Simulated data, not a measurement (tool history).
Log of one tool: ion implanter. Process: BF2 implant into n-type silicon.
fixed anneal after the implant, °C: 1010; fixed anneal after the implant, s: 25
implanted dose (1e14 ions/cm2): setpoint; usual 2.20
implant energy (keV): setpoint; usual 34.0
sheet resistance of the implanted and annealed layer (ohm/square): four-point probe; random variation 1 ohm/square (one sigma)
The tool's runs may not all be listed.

run     day  implanted dose (1e14 ions/cm2)  implant energy (keV)  wafers since the last listed run  hours since the last dose calibration  hours since the extraction supply was calibrated  hours since the gauge calibration  read-back reference wafer on the same gauge, sheet resistance  sheet resistance of the implanted and annealed layer (ohm/square)
  1   0.000                            2.20                  34.0                                 0                                  836.6                                            5395.6                              226.3                                                         463.96                                                             470.99
  2   2.475                            2.20                  34.0                              1269                                  896.0                                            5455.0                              285.7                                                         463.94                                                             475.58
  3   4.450                            2.20                  34.0                              1012                                  943.4                                            5502.4                              333.1                                                         464.04                                                             473.59
  4   5.821                            2.50                  34.0                               702                                  976.3                                            5535.3                              366.0                                                         464.09                                                             425.21
  5   8.183                            2.50                  34.0                              1211                                 1033.0                                            5592.0                              422.7                                                         464.08                                                             427.58
  6   9.208                            2.50                  34.0                               525                                 1057.6                                            5616.6                              447.3                                                         463.88                                                             427.11
  7  10.821                            2.20                  34.0                               826                                 1096.3                                            5655.3                              486.0                                                         464.04                                                             474.67
     11.688  -- gauge calibrated
  8  12.417                            2.20                  37.0                               818                                 1134.6                                            5693.6                               17.5                                                         464.09                                                             472.38
  9  14.600                            2.43                  39.5                              1119                                 1187.0                                            5746.0                               69.9                                                         463.93                                                             431.51

The next listed run, before its measurement:
 10  16.525                            1.73                  23.5                               987                                 1233.2                                            5792.2                              116.1                                                              ?                                                                  ?

Run 10 gave read-back reference wafer on the same gauge, sheet resistance 464.00, sheet resistance of the implanted and annealed layer (ohm/square) 603.18.
Without the tool's hidden state the same run would have given sheet resistance of the implanted and annealed layer (ohm/square) 580.14.
